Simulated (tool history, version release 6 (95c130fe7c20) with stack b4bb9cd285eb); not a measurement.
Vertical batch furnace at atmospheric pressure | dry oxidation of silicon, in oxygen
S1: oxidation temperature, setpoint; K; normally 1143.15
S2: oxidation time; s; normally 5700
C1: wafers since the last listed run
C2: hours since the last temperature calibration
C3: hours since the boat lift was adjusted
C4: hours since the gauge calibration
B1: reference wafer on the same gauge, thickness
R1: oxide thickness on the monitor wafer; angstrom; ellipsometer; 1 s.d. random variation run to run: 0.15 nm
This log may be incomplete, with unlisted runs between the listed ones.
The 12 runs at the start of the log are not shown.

Run 13, day 36.192: usual settings but S1 1125.15 K; C1 300; C2 55.7; C3 4430.6; C4 1429.7; B1 62.87. Result: R1 578.5 angstrom.
Run 14, day 39.871: usual settings but S1 1125.15 K; C1 714; C2 144.0; C3 4518.9; C4 1518.0; B1 62.82. Result: R1 577.4 angstrom.
Run 15, day 41.412: usual settings but S1 1125.15 K; C1 299; C2 181.0; C3 4555.9; C4 1555.0; B1 62.79. Result: R1 575.2 angstrom.
Run 16, day 44.488: usual settings but S2 7200 s; C1 596; C2 254.8; C3 4629.7; C4 1628.8; B1 62.73. Result: R1 670.0 angstrom.
Run 17, day 47.350: usual settings; C1 555; C2 323.5; C3 4698.4; C4 1697.5; B1 62.87. Result: R1 621.3 angstrom.
Run 18, day 50.596: usual settings; C1 629; C2 401.4; C3 4776.3; C4 1775.4; B1 62.78. Result: R1 620.8 angstrom.
At day 52.475: thermocouples replaced and temperature profile calibrated, repeated, since the last time left the tool worse.
Run 19, day 54.829: usual settings but S1 1125.15 K; C1 627; C2 56.5; C3 4877.9; C4 1877.0; B1 62.82. Result: R1 567.0 angstrom.
Run 20, day 59.133: usual settings but S1 1125.15 K, S2 7440 s; C1 835; C2 159.8; C3 4981.2; C4 1980.3; B1 62.80. Result: R1 605.5 angstrom.
Run 21, day 61.812: usual settings but S2 7860 s; C1 519; C2 224.1; C3 5045.5; C4 2044.6; B1 62.77. Result: R1 666.7 angstrom.
At day 63.288: boat lift adjusted.
Run 22, day 64.833: usual settings but S1 1159.15 K, S2 3990 s; C1 392; C2 296.6; C3 37.1; C4 2117.1; B1 62.80. Result: R1 586.0 angstrom.
Run 23, day 67.954: usual settings but S1 1132.15 K, S2 7410 s; C1 605; C2 371.5; C3 112.0; C4 2192.0; B1 62.81. Result: R1 621.8 angstrom.
Run 24, day 69.612: usual settings but S1 1136.15 K, S2 3390 s; C1 321; C2 411.3; C3 151.8; C4 2231.8; B1 62.85. Result: R1 528.3 angstrom.
Run 25, day 73.179: usual settings but S1 1159.15 K, S2 3510 s; C1 692; C2 496.9; C3 237.4; C4 2317.4; B1 62.79. Result: R1 571.4 angstrom.
At day 74.333: gauge calibrated.
Run 26, day 76.038: usual settings but S1 1125.15 K; C1 554; C2 565.5; C3 306.0; C4 40.9; B1 62.81. Result: R1 567.9 angstrom.
Run 27, day 77.983: usual settings but S1 1127.15 K, S2 3120 s; C1 377; C2 612.2; C3 352.7; C4 87.6; B1 62.80. Result: R1 510.7 angstrom.
Run 28, day 80.575: usual settings but S1 1125.15 K, S2 7440 s; C1 503; C2 674.4; C3 414.9; C4 149.8; B1 62.82. Result: R1 606.2 angstrom.
Run 29, day 91.054: usual settings; C1 2033; C2 925.9; C3 666.4; C4 401.3; B1 62.83. Result: R1 608.4 angstrom.
Run 30, day 94.588: usual settings; C1 685; C2 1010.7; C3 751.2; C4 486.1; B1 62.81. Result: R1 611.3 angstrom.
Run 31, day 96.800: usual settings; C1 429; C2 1063.8; C3 804.3; C4 539.2; B1 62.84. Result: R1 608.6 angstrom.
Run 32, day 100.971: usual settings but S1 1155.15 K, S2 2880 s; C1 809; C2 1163.9; C3 904.4; C4 639.3; B1 62.77. Result: R1 541.2 angstrom.
Run 33, day 104.396: usual settings but S1 1160.15 K, S2 3180 s; C1 664; C2 1246.1; C3 986.6; C4 721.5; B1 62.88. Result: R1 563.8 angstrom.
Run 34, day 106.279: usual settings but S1 1154.15 K, S2 6420 s; C1 365; C2 1291.3; C3 1031.8; C4 766.7; B1 62.86. Result: R1 661.1 angstrom.

Predict each of these 4 candidate next runs independently; none follows another, all start after run 34:
Run A, day 106.479: usual settings but S1 1153.15 K; C1 38; C2 1296.1; C3 1036.6; C4 771.5; B1 ?. Result: R1 ?.
Run B, day 106.479: usual settings but S1 1119.15 K, S2 7050 s; C1 38; C2 1296.1; C3 1036.6; C4 771.5; B1 ?. Result: R1 ?.
Run C, day 106.479: usual settings but S1 1155.15 K; C1 38; C2 1296.1; C3 1036.6; C4 771.5; B1 ?. Result: R1 ?.
Run D, day 106.479: usual settings but S1 1133.15 K, S2 4080 s; C1 38; C2 1296.1; C3 1036.6; C4 771.5; B1 ?. Result: R1 ?.

run     B1     R1
  A  62.88  633.4
  B  62.88  582.4
  C  62.88  639.0
  D  62.88  542.4
What these runs would have given with no unlogged condition in the tool:
run     R1
  A  629.0
  B  578.9
  C  634.6
  D  539.9
